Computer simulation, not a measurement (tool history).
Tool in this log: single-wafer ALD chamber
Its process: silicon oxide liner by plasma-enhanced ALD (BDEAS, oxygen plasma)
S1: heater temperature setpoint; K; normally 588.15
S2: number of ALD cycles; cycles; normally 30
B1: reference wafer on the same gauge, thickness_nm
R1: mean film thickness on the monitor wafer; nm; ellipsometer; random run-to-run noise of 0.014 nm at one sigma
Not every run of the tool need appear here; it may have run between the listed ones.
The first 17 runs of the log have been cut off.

run,day,S1,S2,B1,R1
18,61.654,582.15,24,2.739,2.356
19,65.417,588.15,34,2.737,3.325
20,69.092,574.15,26,2.74,2.594
21,73.292,603.15,26,2.741,2.499
22,75.408,588.15,30,2.738,2.93
23,78.971,592.15,26,2.741,2.533
24,81.854,588.15,30,2.74,2.907
25,84.288,576.15,28,2.739,2.801
# day 85.421: thermocouple changed; heater temperature recalibrated
26,88.271,578.15,28,2.742,2.778
27,91.996,588.15,30,2.741,2.941
28,94.558,579.15,27,2.74,2.675
29,96.842,577.15,25,2.741,2.481
30,99.025,588.15,26,2.742,2.509
# day 106.092: gauge calibrated
31,112.462,598.15,28,2.742,2.681
32,114.075,597.15,26,2.742,2.508
33,115.942,588.15,30,2.74,2.949

Each row is a separate what-if for the run after 33, all from the same tool condition, not one after another. Results?
A,115.958,584.15,30,?,?
B,115.958,577.15,34,?,?
C,115.958,603.15,33,?,?
D,115.958,594.15,25,?,?
E,115.958,578.15,30,?,?

run,B1,R1
A,2.741,2.957
B,2.741,3.387
C,2.741,3.159
D,2.741,2.427
E,2.741,2.984
Without the tool's unlogged condition, the same runs would have read:
run,R1
A,2.957
B,3.387
C,3.159
D,2.427
E,2.984
